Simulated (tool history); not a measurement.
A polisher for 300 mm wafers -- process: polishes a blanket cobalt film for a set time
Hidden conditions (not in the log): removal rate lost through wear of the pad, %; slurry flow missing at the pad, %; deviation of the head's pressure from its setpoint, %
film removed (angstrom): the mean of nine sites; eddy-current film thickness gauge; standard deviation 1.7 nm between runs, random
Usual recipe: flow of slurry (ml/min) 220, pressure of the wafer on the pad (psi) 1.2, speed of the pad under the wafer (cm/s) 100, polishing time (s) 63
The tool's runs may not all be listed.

run	hour	flow of slurry (ml/min)	pressure of the wafer on the pad (psi)	speed of the pad under the wafer (cm/s)	polishing time (s)	wafers since the last listed run	wafers polished on this pad	hours since the slurry nozzle was cleaned	hours since the head pressure was calibrated	incoming thickness of the incoming film, nm	film removed (angstrom)
1	0.0	220	1.4	100	63	0	773	278.6	746.3	1486.0	1833
2	71.9	220	1.4	100	63	437	1210	350.5	818.2	1484.1	1794
3	100.2	220	1.0	100	63	172	1383	378.8	846.5	1497.3	1262
4	147.1	220	1.0	100	63	285	1668	425.7	893.4	1465.3	1267
5	217.2	220	1.0	100	63	426	2094	495.8	963.5	1484.8	1193
6	266.8	200	1.2	100	63	301	2395	545.4	1013.1	1500.3	1384
# hour 281.9: slurry nozzle cleaned
7	293.0	220	1.2	100	63	153	2549	11.1	1039.3	1471.8	1524
# hour 299.1: worn pad replaced by a new one
8	333.6	220	1.2	100	63	222	209	51.7	1079.9	1470.9	1603
9	395.7	220	1.2	100	63	377	587	113.8	1142.0	1498.6	1590
10	530.8	220	1.2	122	63	821	1408	248.9	1277.1	1509.3	1858
# hour 559.8: head pressure recalibrated
11	592.0	220	1.2	122	63	359	1768	310.1	32.2	1472.3	1819
12	625.3	220	1.2	122	63	202	1971	343.4	65.5	1486.7	1787
13	694.2	270	1.2	100	63	418	2390	412.3	134.4	1463.0	1510
# hour 747.8: worn pad replaced by a new one
14	761.7	220	1.2	88	63	386	84	479.8	201.9	1458.3	1362
# hour 790.6: slurry nozzle cleaned
15	812.2	220	1.2	100	63	300	385	21.6	252.4	1458.4	1607
16	861.7	260	0.8	100	45	300	686	71.1	301.9	1507.6	758
17	909.1	200	1.2	110	63	288	974	118.5	349.3	1473.0	1690
18	962.2	170	1.4	68	63	322	1297	171.6	402.4	1511.2	1232
19	1001.2	160	0.9	120	41	237	1534	210.6	441.4	1482.7	869
20	1033.4	220	1.2	116	74	195	1730	242.8	473.6	1480.6	2105
21	1103.5	220	1.3	100	73	426	2156	312.9	543.7	1473.1	1887
22	1133.4	220	1.2	100	63	181	2338	342.8	573.6	1499.7	1487
23	1189.1	185	1.5	100	79	338	2677	398.5	629.3	1455.4	2277
# hour 1204.6: worn pad replaced by a new one
24	1214.0	160	1.2	100	45	127	57	423.4	654.2	1481.6	1069
25	1243.3	255	1.2	100	63	178	235	452.7	683.5	1470.0	1567
26	1282.4	260	1.2	100	82	237	472	491.8	722.6	1451.9	2020
# hour 1307.7: slurry nozzle cleaned
27	1348.9	220	1.0	100	63	398	871	41.2	789.1	1488.7	1302
28	1400.6	220	1.2	100	63	314	1185	92.9	840.8	1487.5	1542
29	1448.3	285	1.2	100	71	290	1475	140.6	888.5	1490.2	1763
30	1532.9	270	1.2	124	63	514	1989	225.2	973.1	1476.1	1913
31	1602.7	200	1.0	100	63	424	2414	295.0	1042.9	1506.0	1198
32	1632.3	285	1.5	100	54	179	2594	324.6	1072.5	1456.5	1597
33	1682.9	220	1.2	100	63	307	2901	375.2	1123.1	1460.8	1450
# hour 1716.9: worn pad replaced by a new one
34	1730.0	290	1.2	100	63	262	79	422.3	1170.2	1489.6	1595
35	1780.3	220	1.2	74	48	305	385	472.6	1220.5	1481.3	878
36	1822.0	220	1.2	78	49	253	639	514.3	1262.2	1495.5	907
# hour 1833.9: slurry nozzle cleaned
37	1868.4	220	0.9	122	63	276	915	34.5	1308.6	1504.5	1442

Below, each run's measurement less what the same run would have read without the hidden state. Both values contain the same run-to-run variation, but the gauge's scatter may not be the same in both:
run	film removed (angstrom)
1	-69
2	-104
3	-84
4	-105
5	-133
6	-194
7	-117
8	-19
9	-38
10	-100
11	-128
12	-143
13	-149
14	-68
15	-26
16	-19
17	-58
18	-57
19	-49
20	-132
21	-154
22	-135
23	-257
24	-56
25	-82
26	-132
27	-50
28	-74
29	-101
30	-147
31	-117
32	-163
33	-177
34	-55
35	-51
36	-68
37	-49
